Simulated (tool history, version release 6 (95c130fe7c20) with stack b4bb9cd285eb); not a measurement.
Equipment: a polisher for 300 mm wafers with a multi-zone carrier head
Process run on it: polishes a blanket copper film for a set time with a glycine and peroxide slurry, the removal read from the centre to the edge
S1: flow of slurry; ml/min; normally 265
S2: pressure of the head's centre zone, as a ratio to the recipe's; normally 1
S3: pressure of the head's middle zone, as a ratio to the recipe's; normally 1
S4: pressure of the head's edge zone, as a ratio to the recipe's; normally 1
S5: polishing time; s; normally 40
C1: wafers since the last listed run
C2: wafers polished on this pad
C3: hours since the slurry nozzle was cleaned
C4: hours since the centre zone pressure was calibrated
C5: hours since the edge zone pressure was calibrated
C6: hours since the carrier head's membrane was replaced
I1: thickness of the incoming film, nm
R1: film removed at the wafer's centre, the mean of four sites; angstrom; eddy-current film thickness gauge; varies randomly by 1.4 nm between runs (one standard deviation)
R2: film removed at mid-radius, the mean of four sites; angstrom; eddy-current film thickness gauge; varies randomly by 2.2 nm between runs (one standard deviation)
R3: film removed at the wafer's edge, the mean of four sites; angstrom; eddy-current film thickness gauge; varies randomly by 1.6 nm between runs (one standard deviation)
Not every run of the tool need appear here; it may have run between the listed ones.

run,hour,S1,S2,S3,S4,S5,C1,C2,C3,C4,C5,C6,I1,R1,R2,R3
1,0,265,1,1,0.92,40,0,3943,196.6,157.3,449.7,408.7,1053.8,2038,2034,1981
2,86.1,265,0.92,1,1,40,971,4914,282.7,243.4,535.8,494.8,1071.8,1849,1982,2043
3,183.2,265,1,1,1,40,1095,6009,379.8,340.5,632.9,591.9,1091.2,2023,1989,2071
4,241.6,320,1,1,1,40,658,6668,438.2,398.9,691.3,650.3,1062.9,2042,2077,2084
5,299.2,265,0.89,1,1,40,649,7318,495.8,456.5,748.9,707.9,1053.2,1767,1989,2051
6,357.6,265,1,1,1,40,658,7976,554.2,514.9,807.3,766.3,1068.9,1983,2013,2037
# hour 363.6: worn pad replaced by a new one
7,415,265,1,1,1,32,602,579,611.6,572.3,864.7,823.7,1063.2,1565,1621,1649
# hour 474.2: slurry nozzle cleaned
8,485,335,0.95,1,1,40,778,1357,10.8,642.3,934.7,893.7,1076.1,1912,2047,2095
# hour 542.6: edge zone pressure recalibrated
9,552.9,265,1,1,1,40,743,2100,78.7,710.2,10.3,961.6,1082.8,1949,2033,2053
10,616.2,265,1,1,1,40,713,2814,142,773.5,73.6,1024.9,1066.1,1954,2028,2077
11,669.2,335,1.11,1.08,0.93,40,597,3412,195,826.5,126.6,1077.9,1067.7,2217,2153,2007
12,932.6,265,1,1,1,40,2970,6383,458.4,1089.9,390,1341.3,1061.5,1884,1987,2064
# hour 937.6: worn pad replaced by a new one
13,975.6,265,0.89,1,1,54,439,428,501.4,1132.9,433,1384.3,1068.7,2244,2688,2736
# hour 1035.5: slurry nozzle cleaned
14,1054.2,265,1,1,1,40,875,1303,18.7,1211.5,511.6,1462.9,1059.2,1877,2022,2069
# hour 1071.1: carrier head's membrane replaced by a new one
# hour 1076.3: centre zone pressure recalibrated
15,1106.9,265,1,0.91,1,40,515,1818,71.4,30.6,564.3,35.8,1068.3,2022,1882,2051
16,1167.8,315,1,0.92,0.88,28,686,2505,132.3,91.5,625.2,96.7,1068.7,1458,1355,1380
17,1214.5,190,1,1,1.09,48,526,3032,179,138.2,671.9,143.4,1049.2,2311,2343,2483
18,1512.6,265,1,1,1,51,3361,6394,477.1,436.3,970,441.5,1065.9,2533,2567,2624
# hour 1517.7: worn pad replaced by a new one
19,1582.4,195,1.06,1.07,1,53,742,730,546.9,506.1,1039.8,511.3,1077.8,2646,2694,2633
20,1662.8,265,1,1,1.11,40,906,1636,627.3,586.5,1120.2,591.7,1079,1953,2019,2185
# hour 1687.4: slurry nozzle cleaned
# hour 1702.3: edge zone pressure recalibrated
21,1765.9,220,0.93,1.08,1,40,1128,2765,78.5,689.6,63.6,694.8,1063.9,1773,2105,1999
22,1814.3,265,1,1,1,40,545,3311,126.9,738,112,743.2,1061.9,1923,2023,2038

Predict each of these 4 candidate next runs independently; none follows another, all start after run 22:
A,1814.7,265,1,1,1,40,4,3316,127.3,738.4,112.4,743.6,1087,?,?,?
B,1814.7,265,1,1,0.97,40,4,3316,127.3,738.4,112.4,743.6,1087,?,?,?
C,1814.7,325,1,1,1,40,4,3316,127.3,738.4,112.4,743.6,1087,?,?,?
D,1814.7,220,0.94,1,0.88,33,4,3316,127.3,738.4,112.4,743.6,1087,?,?,?

run,R1,R2,R3
A,1927,1992,2024
B,1927,1992,1995
C,1975,2036,2058
D,1452,1603,1543
Had the tool no hidden state, the same runs would have come out as:
run,R1,R2,R3
A,2030,1991,2024
B,2030,1991,1995
C,2080,2036,2058
D,1530,1603,1543
